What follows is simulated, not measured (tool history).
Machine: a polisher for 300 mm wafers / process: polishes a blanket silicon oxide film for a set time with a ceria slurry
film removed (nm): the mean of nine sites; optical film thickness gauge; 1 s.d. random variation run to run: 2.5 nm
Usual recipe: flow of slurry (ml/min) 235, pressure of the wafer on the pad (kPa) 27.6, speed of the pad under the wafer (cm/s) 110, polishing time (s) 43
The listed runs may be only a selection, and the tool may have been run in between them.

| run | hour | flow of slurry (ml/min) | pressure of the wafer on the pad (kPa) | speed of the pad under the wafer (cm/s) | polishing time (s) | wafers since the last listed run | wafers polished on this pad | hours since the slurry nozzle was cleaned | hours since the head pressure was calibrated | incoming thickness of the incoming film, nm | film removed (nm) |
|---|---|---|---|---|---|---|---|---|---|---|---|
| 1 | 0 | 235 | 27.6 | 110 | 43 | 0 | 146 | 199.9 | 284.3 | 1454.4 | 279.8 |
| 2 | 16.3 | 235 | 27.6 | 110 | 43 | 138 | 284 | 216.2 | 300.6 | 1451.2 | 281.6 |
| 3 | 41.9 | 235 | 27.6 | 110 | 43 | 217 | 502 | 241.8 | 326.2 | 1420.7 | 282.1 |
| 4 | 64.7 | 235 | 27.6 | 110 | 48 | 194 | 696 | 264.6 | 349 | 1455.1 | 306.8 |
| 5 | 87.2 | 235 | 27.6 | 110 | 48 | 191 | 888 | 287.1 | 371.5 | 1409.7 | 311.7 |
| 6 | 116.8 | 235 | 27.6 | 110 | 43 | 251 | 1139 | 316.7 | 401.1 | 1449 | 271.8 |
| 7 | 129.4 | 285 | 27.6 | 110 | 32 | 107 | 1247 | 329.3 | 413.7 | 1442.7 | 206.4 |
| 8 | 156.4 | 235 | 27.6 | 110 | 43 | 229 | 1476 | 356.3 | 440.7 | 1439.5 | 271 |
| 9 | 181.1 | 235 | 27.6 | 110 | 43 | 210 | 1687 | 381 | 465.4 | 1447.1 | 269.1 |
|  | 188.6 | worn pad replaced by a new one |
| 10 | 195.6 | 235 | 27.6 | 110 | 43 | 89 | 59 | 395.5 | 479.9 | 1426.6 | 286.3 |
| 11 | 218.2 | 235 | 21.4 | 110 | 50 | 192 | 251 | 418.1 | 502.5 | 1424.6 | 252 |
| 12 | 242.9 | 235 | 21.4 | 110 | 50 | 210 | 462 | 442.8 | 527.2 | 1444.6 | 252.7 |
| 13 | 257.9 | 235 | 27.6 | 110 | 43 | 127 | 589 | 457.8 | 542.2 | 1427.8 | 284.9 |
| 14 | 271.1 | 235 | 27.6 | 110 | 43 | 112 | 702 | 471 | 555.4 | 1432.7 | 278.8 |
| 15 | 298.2 | 235 | 27.6 | 110 | 43 | 230 | 932 | 498.1 | 582.5 | 1450.5 | 277.6 |
|  | 305 | slurry nozzle cleaned |
| 16 | 313.2 | 235 | 25.5 | 110 | 43 | 119 | 1051 | 8.2 | 597.5 | 1410.1 | 256.2 |
| 17 | 327.1 | 235 | 25.5 | 110 | 43 | 118 | 1170 | 22.1 | 611.4 | 1445.5 | 252.5 |
|  | 346.7 | worn pad replaced by a new one |
| 18 | 348.9 | 205 | 27.6 | 90 | 43 | 151 | 18 | 43.9 | 633.2 | 1444.7 | 226.6 |
| 19 | 362.3 | 235 | 27.6 | 110 | 43 | 114 | 132 | 57.3 | 646.6 | 1462.5 | 281.3 |
|  | 400.5 | head pressure recalibrated |
| 20 | 456.7 | 235 | 27.6 | 110 | 43 | 786 | 919 | 151.7 | 56.2 | 1436.3 | 279.1 |
| 21 | 479.1 | 200 | 27.6 | 110 | 54 | 190 | 1109 | 174.1 | 78.6 | 1443.4 | 337.3 |
| 22 | 492.4 | 235 | 20.7 | 110 | 48 | 113 | 1222 | 187.4 | 91.9 | 1438.6 | 230.4 |
|  | 545.6 | worn pad replaced by a new one |
| 23 | 562.7 | 235 | 27.6 | 110 | 43 | 564 | 145 | 257.7 | 162.2 | 1431.7 | 284.9 |
| 24 | 595.7 | 310 | 35.2 | 110 | 43 | 280 | 426 | 290.7 | 195.2 | 1432 | 367.3 |
| 25 | 611.5 | 235 | 27.6 | 142 | 32 | 134 | 561 | 306.5 | 211 | 1431.6 | 266.8 |
| 26 | 627.3 | 235 | 27.6 | 110 | 56 | 134 | 695 | 322.3 | 226.8 | 1438.6 | 359.2 |
| 27 | 656 | 235 | 27.6 | 110 | 43 | 244 | 939 | 351 | 255.5 | 1454.6 | 278.8 |
| 28 | 669.5 | 305 | 36.5 | 134 | 51 | 114 | 1054 | 364.5 | 269 | 1442.4 | 526 |
|  | 752.2 | worn pad replaced by a new one |
| 29 | 773.2 | 235 | 27.6 | 110 | 43 | 848 | 179 | 468.2 | 372.7 | 1456.3 | 278.8 |
|  | 791.6 | slurry nozzle cleaned |
| 30 | 793.8 | 235 | 27.6 | 90 | 43 | 166 | 345 | 2.2 | 393.3 | 1455.1 | 233.6 |
| 31 | 812.3 | 175 | 27.6 | 96 | 43 | 157 | 503 | 20.7 | 411.8 | 1458.8 | 231.7 |
| 32 | 870.5 | 235 | 27.6 | 110 | 43 | 495 | 998 | 78.9 | 470 | 1431.8 | 281.7 |
| 33 | 890 | 210 | 27.6 | 110 | 43 | 165 | 1164 | 98.4 | 489.5 | 1416.8 | 271 |
| 34 | 911.7 | 235 | 27.6 | 110 | 50 | 184 | 1349 | 120.1 | 511.2 | 1433.4 | 317.2 |

Hidden state at the last listed run before each entry between runs and at the first one after, where it differs:
In the gap between runs 9 and 10: worn pad replaced by a new one (hour 188.6)
  removal rate lost through wear of the pad, %: 5.28 -> 0.111
  difference, measured minus the result without the unlogged condition, film removed (nm): -15 -> -0.3
In the gap between runs 15 and 16: slurry nozzle cleaned (hour 305)
  removal rate lost through wear of the pad, %: 1.6 -> 2.03
  difference, measured minus the result without the unlogged condition, film removed (nm): -4.5 -> -5.3
In the gap between runs 17 and 18: worn pad replaced by a new one (hour 346.7)
  removal rate lost through wear of the pad, %: 2.49 -> 0.177
  difference, measured minus the result without the unlogged condition, film removed (nm): -6.5 -> -0.4
In the gap between runs 19 and 20: head pressure recalibrated (hour 400.5)
  removal rate lost through wear of the pad, %: 0.207 -> 1.68
  difference, measured minus the result without the unlogged condition, film removed (nm): -0.6 -> -4.7
In the gap between runs 22 and 23: worn pad replaced by a new one (hour 545.6)
  removal rate lost through wear of the pad, %: 2.81 -> 0.751
  difference, measured minus the result without the unlogged condition, film removed (nm): -6.7 -> -2.2
In the gap between runs 28 and 29: worn pad replaced by a new one (hour 752.2)
  removal rate lost through wear of the pad, %: 2.62 -> 0.505
  difference, measured minus the result without the unlogged condition, film removed (nm): -14.1 -> -1.5
In the gap between runs 29 and 30: slurry nozzle cleaned (hour 791.6)
  removal rate lost through wear of the pad, %: 0.505 -> 0.665
  difference, measured minus the result without the unlogged condition, film removed (nm): -1.5 -> -1.5
